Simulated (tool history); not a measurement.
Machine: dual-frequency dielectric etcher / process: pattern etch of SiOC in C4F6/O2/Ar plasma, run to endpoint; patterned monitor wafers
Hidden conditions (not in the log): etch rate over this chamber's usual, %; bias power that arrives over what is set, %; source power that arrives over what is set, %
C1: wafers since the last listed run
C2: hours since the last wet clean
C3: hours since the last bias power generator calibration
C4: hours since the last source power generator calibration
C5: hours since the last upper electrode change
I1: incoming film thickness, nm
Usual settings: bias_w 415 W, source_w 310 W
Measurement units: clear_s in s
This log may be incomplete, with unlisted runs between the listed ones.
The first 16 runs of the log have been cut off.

{"run": 17, "hour": 891.3, "bias_w": 415, "source_w": 330, "C1": 952, "C2": 71.7, "C3": 260.6, "C4": 73.6, "C5": 5741.8, "I1": 43.67, "clear_s": 17.8}
{"run": 18, "hour": 969.8, "bias_w": 415, "source_w": 380, "C1": 1427, "C2": 150.2, "C3": 339.1, "C4": 152.1, "C5": 5820.3, "I1": 43.53, "clear_s": 16.6}
{"run": 19, "hour": 1016.0, "bias_w": 415, "source_w": 310, "C1": 840, "C2": 196.4, "C3": 385.3, "C4": 198.3, "C5": 5866.5, "I1": 43.33, "clear_s": 18.2}
{"hour": 1072.0, "done": "upper electrode replaced"}
{"run": 20, "hour": 1076.3, "bias_w": 415, "source_w": 310, "C1": 660, "C2": 256.7, "C3": 445.6, "C4": 258.6, "C5": 4.3, "I1": 43.12, "clear_s": 18.0}
{"run": 21, "hour": 1144.7, "bias_w": 464, "source_w": 350, "C1": 1243, "C2": 325.1, "C3": 514.0, "C4": 327.0, "C5": 72.7, "I1": 43.45, "clear_s": 16.6}
{"run": 22, "hour": 1183.1, "bias_w": 312, "source_w": 350, "C1": 698, "C2": 363.5, "C3": 552.4, "C4": 365.4, "C5": 111.1, "I1": 43.57, "clear_s": 18.8}
{"run": 23, "hour": 1240.8, "bias_w": 334, "source_w": 340, "C1": 1049, "C2": 421.2, "C3": 610.1, "C4": 423.1, "C5": 168.8, "I1": 43.38, "clear_s": 18.6}
{"run": 24, "hour": 1268.3, "bias_w": 351, "source_w": 380, "C1": 500, "C2": 448.7, "C3": 637.6, "C4": 450.6, "C5": 196.3, "I1": 43.35, "clear_s": 17.5}
{"run": 25, "hour": 1310.6, "bias_w": 477, "source_w": 260, "C1": 769, "C2": 491.0, "C3": 679.9, "C4": 492.9, "C5": 238.6, "I1": 44.01, "clear_s": 19.1}
{"hour": 1365.0, "done": "wet clean of the chamber"}
{"run": 26, "hour": 1365.5, "bias_w": 496, "source_w": 250, "C1": 561, "C2": 0.5, "C3": 734.8, "C4": 547.8, "C5": 293.5, "I1": 44.1, "clear_s": 19.4}
{"run": 27, "hour": 1414.5, "bias_w": 415, "source_w": 310, "C1": 890, "C2": 49.5, "C3": 783.8, "C4": 596.8, "C5": 342.5, "I1": 43.56, "clear_s": 18.3}
{"run": 28, "hour": 1461.5, "bias_w": 493, "source_w": 310, "C1": 854, "C2": 96.5, "C3": 830.8, "C4": 643.8, "C5": 389.5, "I1": 43.34, "clear_s": 17.2}
{"run": 29, "hour": 1522.1, "bias_w": 415, "source_w": 290, "C1": 1101, "C2": 157.1, "C3": 891.4, "C4": 704.4, "C5": 450.1, "I1": 43.12, "clear_s": 18.6}
{"run": 30, "hour": 1576.6, "bias_w": 495, "source_w": 270, "C1": 990, "C2": 211.6, "C3": 945.9, "C4": 758.9, "C5": 504.6, "I1": 43.65, "clear_s": 18.5}
{"run": 31, "hour": 1632.9, "bias_w": 348, "source_w": 360, "C1": 1023, "C2": 267.9, "C3": 1002.2, "C4": 815.2, "C5": 560.9, "I1": 43.52, "clear_s": 18.0}
{"run": 32, "hour": 1786.9, "bias_w": 383, "source_w": 240, "C1": 2800, "C2": 421.9, "C3": 1156.2, "C4": 969.2, "C5": 714.9, "I1": 43.4, "clear_s": 21.1}
{"run": 33, "hour": 1837.5, "bias_w": 375, "source_w": 270, "C1": 920, "C2": 472.5, "C3": 1206.8, "C4": 1019.8, "C5": 765.5, "I1": 43.21, "clear_s": 20.0}
{"hour": 1888.1, "done": "wet clean of the chamber"}
{"run": 34, "hour": 1888.6, "bias_w": 332, "source_w": 380, "C1": 492, "C2": 0.5, "C3": 1257.9, "C4": 1070.9, "C5": 816.6, "I1": 44.08, "clear_s": 18.0}
{"run": 35, "hour": 1934.3, "bias_w": 451, "source_w": 310, "C1": 830, "C2": 46.2, "C3": 1303.6, "C4": 1116.6, "C5": 862.3, "I1": 43.05, "clear_s": 17.6}
{"run": 36, "hour": 1979.3, "bias_w": 321, "source_w": 250, "C1": 818, "C2": 91.2, "C3": 1348.6, "C4": 1161.6, "C5": 907.3, "I1": 43.4, "clear_s": 22.1}

Forecast each of these 3 alternatives for the next run:
{"run": "A", "hour": 1979.7, "bias_w": 415, "source_w": 310, "C1": 7, "C2": 91.6, "C3": 1349.0, "C4": 1162.0, "C5": 907.7, "I1": 43.48, "clear_s": "?"}
{"run": "B", "hour": 1979.7, "bias_w": 319, "source_w": 370, "C1": 7, "C2": 91.6, "C3": 1349.0, "C4": 1162.0, "C5": 907.7, "I1": 43.48, "clear_s": "?"}
{"run": "C", "hour": 1979.7, "bias_w": 379, "source_w": 340, "C1": 7, "C2": 91.6, "C3": 1349.0, "C4": 1162.0, "C5": 907.7, "I1": 43.48, "clear_s": "?"}

run=A clear_s=18.3
run=B clear_s=18.1
run=C clear_s=18.0
Had the tool no hidden state, the same runs would have come out as:
run=A clear_s=18.3
run=B clear_s=18.1
run=C clear_s=18.0
